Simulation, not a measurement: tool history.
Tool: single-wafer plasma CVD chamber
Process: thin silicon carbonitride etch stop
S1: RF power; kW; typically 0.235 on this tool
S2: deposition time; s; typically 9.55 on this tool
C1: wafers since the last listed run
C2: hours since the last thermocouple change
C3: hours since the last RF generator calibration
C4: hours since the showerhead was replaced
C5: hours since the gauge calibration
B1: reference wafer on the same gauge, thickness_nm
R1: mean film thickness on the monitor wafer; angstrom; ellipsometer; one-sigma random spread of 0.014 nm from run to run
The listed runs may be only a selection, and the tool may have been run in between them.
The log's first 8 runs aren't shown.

Run 9, hour 218.8: usual settings but S2 10.8 s; C1 442; C2 1322; C3 635.5; C4 6439; C5 508.4; B1 5.291. Result: R1 63.39 angstrom.
At hour 232.8: gauge calibrated.
Run 10, hour 318.5: usual settings but S1 0.2 kW, S2 8.55 s; C1 2016; C2 1421.7; C3 735.2; C4 6538.7; C5 85.7; B1 5.29. Result: R1 47.43 angstrom.
Run 11, hour 350.3: usual settings but S1 0.2 kW, S2 8.55 s; C1 643; C2 1453.5; C3 767; C4 6570.5; C5 117.5; B1 5.288. Result: R1 47.18 angstrom.
At hour 360.7: RF generator calibrated.
At hour 363.2: showerhead replaced.
Run 12, hour 378: usual settings; C1 347; C2 1481.2; C3 17.3; C4 14.8; C5 145.2; B1 5.287. Result: R1 56.28 angstrom.
Run 13, hour 408: usual settings; C1 606; C2 1511.2; C3 47.3; C4 44.8; C5 175.2; B1 5.287. Result: R1 56.15 angstrom.
Run 14, hour 428.4: usual settings; C1 412; C2 1531.6; C3 67.7; C4 65.2; C5 195.6; B1 5.294. Result: R1 56.01 angstrom.
At hour 457.3: thermocouple changed; heater temperature recalibrated.
Run 15, hour 501.8: usual settings; C1 1322; C2 44.5; C3 141.1; C4 138.6; C5 269; B1 5.29. Result: R1 56.07 angstrom.
Run 16, hour 527.1: usual settings; C1 511; C2 69.8; C3 166.4; C4 163.9; C5 294.3; B1 5.286. Result: R1 56.1 angstrom.
Run 17, hour 542.3: usual settings; C1 307; C2 85; C3 181.6; C4 179.1; C5 309.5; B1 5.288. Result: R1 56.23 angstrom.
Run 18, hour 555.3: usual settings but S1 0.26 kW, S2 10.86 s; C1 262; C2 98; C3 194.6; C4 192.1; C5 322.5; B1 5.291. Result: R1 65.74 angstrom.
Run 19, hour 629.8: usual settings; C1 1506; C2 172.5; C3 269.1; C4 266.6; C5 397; B1 5.287. Result: R1 56.05 angstrom.
Run 20, hour 658.7: usual settings; C1 584; C2 201.4; C3 298; C4 295.5; C5 425.9; B1 5.287. Result: R1 55.84 angstrom.
At hour 666.1: gauge calibrated.
Run 21, hour 686.8: usual settings but S1 0.27 kW, S2 8.94 s; C1 568; C2 229.5; C3 326.1; C4 323.6; C5 20.7; B1 5.289. Result: R1 55.03 angstrom.
Run 22, hour 702: usual settings; C1 307; C2 244.7; C3 341.3; C4 338.8; C5 35.9; B1 5.285. Result: R1 56.11 angstrom.
Run 23, hour 732.7: usual settings but S1 0.22 kW, S2 10.87 s; C1 620; C2 275.4; C3 372; C4 369.5; C5 66.6; B1 5.291. Result: R1 62.34 angstrom.
Run 24, hour 752: usual settings; C1 390; C2 294.7; C3 391.3; C4 388.8; C5 85.9; B1 5.288. Result: R1 55.92 angstrom.
Run 25, hour 785.4: usual settings but S1 0.19 kW, S2 10.91 s; C1 675; C2 328.1; C3 424.7; C4 422.2; C5 119.3; B1 5.292. Result: R1 59.51 angstrom.

Forecast run 26:
Run 26, hour 807.6: usual settings but S1 0.205 kW, S2 7.79 s; C1 448; C2 350.3; C3 446.9; C4 444.4; C5 141.5; B1 ?. Result: R1 ?.

B1: 5.294
R1: 43.56 angstrom
Minus the tool's unlogged condition, the same run would have read R1 43.91 angstrom.

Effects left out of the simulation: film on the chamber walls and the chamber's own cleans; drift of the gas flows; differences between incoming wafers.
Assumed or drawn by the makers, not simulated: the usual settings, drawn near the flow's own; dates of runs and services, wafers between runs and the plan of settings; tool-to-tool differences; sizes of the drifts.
